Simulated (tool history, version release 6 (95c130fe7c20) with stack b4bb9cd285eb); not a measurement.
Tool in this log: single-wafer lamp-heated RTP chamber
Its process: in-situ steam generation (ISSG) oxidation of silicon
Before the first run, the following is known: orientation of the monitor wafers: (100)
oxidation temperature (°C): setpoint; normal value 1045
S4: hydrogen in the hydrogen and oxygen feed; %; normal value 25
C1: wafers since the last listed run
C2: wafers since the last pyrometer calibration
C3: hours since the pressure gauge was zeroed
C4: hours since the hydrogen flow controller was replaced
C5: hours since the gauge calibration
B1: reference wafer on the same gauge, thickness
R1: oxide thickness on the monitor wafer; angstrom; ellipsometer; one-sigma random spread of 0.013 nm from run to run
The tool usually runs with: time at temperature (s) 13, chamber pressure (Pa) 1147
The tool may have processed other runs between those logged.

run 1 hour=0 | oxidation_temperature_(°C)=1045 time_at_temperature_(s)=13 chamber_pressure_(Pa)=1147 S4=19 | C1=0 C2=6958 C3=1923.7 C4=4217.9 C5=266.7 | B1=5.898 | R1=49.59
run 2 hour=13.2 | oxidation_temperature_(°C)=1045 time_at_temperature_(s)=13 chamber_pressure_(Pa)=1147 S4=19 | C1=117 C2=7076 C3=1936.9 C4=4231.1 C5=279.9 | B1=5.902 | R1=49.77
run 3 hour=26.5 | oxidation_temperature_(°C)=1045 time_at_temperature_(s)=13 chamber_pressure_(Pa)=1147 S4=25 | C1=118 C2=7195 C3=1950.2 C4=4244.4 C5=293.2 | B1=5.899 | R1=53.27
run 4 hour=32.6 | oxidation_temperature_(°C)=1045 time_at_temperature_(s)=13 chamber_pressure_(Pa)=1147 S4=25 | C1=54 C2=7249 C3=1956.3 C4=4250.5 C5=299.3 | B1=5.898 | R1=53.52
run 5 hour=44.5 | oxidation_temperature_(°C)=1045 time_at_temperature_(s)=13 chamber_pressure_(Pa)=1227 S4=25 | C1=106 C2=7355 C3=1968.2 C4=4262.4 C5=311.2 | B1=5.895 | R1=52.99
run 6 hour=61.8 | oxidation_temperature_(°C)=1045 time_at_temperature_(s)=13 chamber_pressure_(Pa)=1147 S4=25 | C1=154 C2=7510 C3=1985.5 C4=4279.7 C5=328.5 | B1=5.908 | R1=53.37
run 7 hour=95.9 | oxidation_temperature_(°C)=1045 time_at_temperature_(s)=13 chamber_pressure_(Pa)=1147 S4=25 | C1=304 C2=7815 C3=2019.6 C4=4313.8 C5=362.6 | B1=5.898 | R1=53.34
run 8 hour=103.8 | oxidation_temperature_(°C)=1045 time_at_temperature_(s)=13 chamber_pressure_(Pa)=1147 S4=25 | C1=70 C2=7885 C3=2027.5 C4=4321.7 C5=370.5 | B1=5.902 | R1=53.56
run 9 hour=110.9 | oxidation_temperature_(°C)=1045 time_at_temperature_(s)=13 chamber_pressure_(Pa)=1147 S4=25 | C1=63 C2=7949 C3=2034.6 C4=4328.8 C5=377.6 | B1=5.903 | R1=53.51
run 10 hour=117 | oxidation_temperature_(°C)=1045 time_at_temperature_(s)=13 chamber_pressure_(Pa)=1147 S4=25 | C1=54 C2=8003 C3=2040.7 C4=4334.9 C5=383.7 | B1=5.898 | R1=53.81
run 11 hour=132.5 | oxidation_temperature_(°C)=1045 time_at_temperature_(s)=13 chamber_pressure_(Pa)=1147 S4=25 | C1=138 C2=8141 C3=2056.2 C4=4350.4 C5=399.2 | B1=5.9 | R1=53.73
run 12 hour=145.6 | oxidation_temperature_(°C)=1060 time_at_temperature_(s)=13 chamber_pressure_(Pa)=1147 S4=25 | C1=117 C2=8258 C3=2069.3 C4=4363.5 C5=412.3 | B1=5.905 | R1=57.97
run 13 hour=161 | oxidation_temperature_(°C)=1045 time_at_temperature_(s)=11 chamber_pressure_(Pa)=1147 S4=25 | C1=137 C2=8396 C3=2084.7 C4=4378.9 C5=427.7 | B1=5.893 | R1=49.37
run 14 hour=170.1 | oxidation_temperature_(°C)=1057 time_at_temperature_(s)=13 chamber_pressure_(Pa)=987 S4=25 | C1=81 C2=8477 C3=2093.8 C4=4388 C5=436.8 | B1=5.902 | R1=57.56
-- hour=174.9 gauge calibrated
run 15 hour=177.6 | oxidation_temperature_(°C)=1028 time_at_temperature_(s)=9 chamber_pressure_(Pa)=1147 S4=29 | C1=66 C2=8544 C3=2101.3 C4=4395.5 C5=2.7 | B1=5.904 | R1=43.59
-- hour=191 pyrometer window cleaned and pyrometer calibrated
run 16 hour=210.3 | oxidation_temperature_(°C)=1045 time_at_temperature_(s)=13 chamber_pressure_(Pa)=1147 S4=31 | C1=220 C2=172 C3=2134 C4=4428.2 C5=35.4 | B1=5.898 | R1=58.25
run 17 hour=216.6 | oxidation_temperature_(°C)=1060 time_at_temperature_(s)=13 chamber_pressure_(Pa)=1147 S4=31 | C1=56 C2=228 C3=2140.3 C4=4434.5 C5=41.7 | B1=5.897 | R1=62.84
-- hour=230.7 hydrogen flow controller replaced
run 18 hour=231.2 | oxidation_temperature_(°C)=1045 time_at_temperature_(s)=13 chamber_pressure_(Pa)=1147 S4=25 | C1=58 C2=287 C3=2154.9 C4=0.5 C5=56.3 | B1=5.898 | R1=55.12
-- hour=250.9 pressure gauge zeroed
run 19 hour=270.1 | oxidation_temperature_(°C)=1045 time_at_temperature_(s)=13 chamber_pressure_(Pa)=1147 S4=25 | C1=276 C2=563 C3=19.2 C4=39.4 C5=95.2 | B1=5.904 | R1=55.12
run 20 hour=277.9 | oxidation_temperature_(°C)=1045 time_at_temperature_(s)=13 chamber_pressure_(Pa)=1147 S4=25 | C1=69 C2=633 C3=27 C4=47.2 C5=103 | B1=5.897 | R1=55.02
-- hour=287.8 pyrometer window cleaned and pyrometer calibrated, repeated, since the last time left the tool worse
run 21 hour=293.3 | oxidation_temperature_(°C)=1037 time_at_temperature_(s)=15 chamber_pressure_(Pa)=1147 S4=17 | C1=66 C2=48 C3=42.4 C4=62.6 C5=118.4 | B1=5.9 | R1=48.67
run 22 hour=302.2 | oxidation_temperature_(°C)=1045 time_at_temperature_(s)=16 chamber_pressure_(Pa)=1080 S4=25 | C1=79 C2=128 C3=51.3 C4=71.5 C5=127.3 | B1=5.908 | R1=57.22
run 23 hour=308.3 | oxidation_temperature_(°C)=1055 time_at_temperature_(s)=13 chamber_pressure_(Pa)=1147 S4=25 | C1=54 C2=182 C3=57.4 C4=77.6 C5=133.4 | B1=5.902 | R1=54.23
run 24 hour=318.6 | oxidation_temperature_(°C)=1045 time_at_temperature_(s)=13 chamber_pressure_(Pa)=1147 S4=25 | C1=92 C2=274 C3=67.7 C4=87.9 C5=143.7 | B1=5.902 | R1=51.47
run 25 hour=327 | oxidation_temperature_(°C)=1028 time_at_temperature_(s)=16 chamber_pressure_(Pa)=1040 S4=21 | C1=75 C2=349 C3=76.1 C4=96.3 C5=152.1 | B1=5.899 | R1=50.91
run 26 hour=336.1 | oxidation_temperature_(°C)=1054 time_at_temperature_(s)=15 chamber_pressure_(Pa)=1147 S4=25 | C1=81 C2=431 C3=85.2 C4=105.4 C5=161.2 | B1=5.895 | R1=57.79
run 27 hour=345.4 | oxidation_temperature_(°C)=1045 time_at_temperature_(s)=11 chamber_pressure_(Pa)=1147 S4=32 | C1=83 C2=514 C3=94.5 C4=114.7 C5=170.5 | B1=5.898 | R1=51.04
run 28 hour=359.2 | oxidation_temperature_(°C)=1037 time_at_temperature_(s)=13 chamber_pressure_(Pa)=1147 S4=25 | C1=123 C2=637 C3=108.3 C4=128.5 C5=184.3 | B1=5.895 | R1=49.8
run 29 hour=366.9 | oxidation_temperature_(°C)=1054 time_at_temperature_(s)=13 chamber_pressure_(Pa)=1080 S4=19 | C1=68 C2=706 C3=116 C4=136.2 C5=192 | B1=5.894 | R1=50.68
run 30 hour=374.8 | oxidation_temperature_(°C)=1054 time_at_temperature_(s)=15 chamber_pressure_(Pa)=1147 S4=25 | C1=70 C2=776 C3=123.9 C4=144.1 C5=199.9 | B1=5.9 | R1=58.15
run 31 hour=383 | oxidation_temperature_(°C)=1045 time_at_temperature_(s)=13 chamber_pressure_(Pa)=1213 S4=25 | C1=73 C2=850 C3=132.1 C4=152.3 C5=208.1 | B1=5.899 | R1=51.26
run 32 hour=394.3 | oxidation_temperature_(°C)=1052 time_at_temperature_(s)=16 chamber_pressure_(Pa)=1213 S4=30 | C1=100 C2=951 C3=143.4 C4=163.6 C5=219.4 | B1=5.902 | R1=61.46

Entry by entry between the runs, the difference in hidden state between the last listed run before and the first listed run after:
In the gap between runs 14 and 15: gauge calibrated (hour 174.9)
  true wafer temperature minus pyrometer reading, K: 8.45 -> 8.58
  measured minus no-state result, R1: +2.49 -> +1.44 angstrom
In the gap between runs 15 and 16: pyrometer window cleaned and pyrometer calibrated (hour 191)
  true wafer temperature minus pyrometer reading, K: 8.58 -> 12.9
  measured minus no-state result, R1: +1.44 -> +3.6 angstrom
In the gap between runs 17 and 18: hydrogen flow controller replaced (hour 230.7)
  no difference in the tool's unlogged condition between these two runs
  measured minus no-state result, R1: +4.2 -> +3.42 angstrom
In the gap between runs 18 and 19: pressure gauge zeroed (hour 250.9)
  true wafer temperature minus pyrometer reading, K: 12.9 -> 13
  measured minus no-state result, R1: +3.42 -> +3.42 angstrom
In the gap between runs 20 and 21: pyrometer window cleaned and pyrometer calibrated, repeated, since the last time left the tool worse (hour 287.8)
  true wafer temperature minus pyrometer reading, K: 13 -> 0.0663
  measured minus no-state result, R1: +3.42 -> +0.02 angstrom

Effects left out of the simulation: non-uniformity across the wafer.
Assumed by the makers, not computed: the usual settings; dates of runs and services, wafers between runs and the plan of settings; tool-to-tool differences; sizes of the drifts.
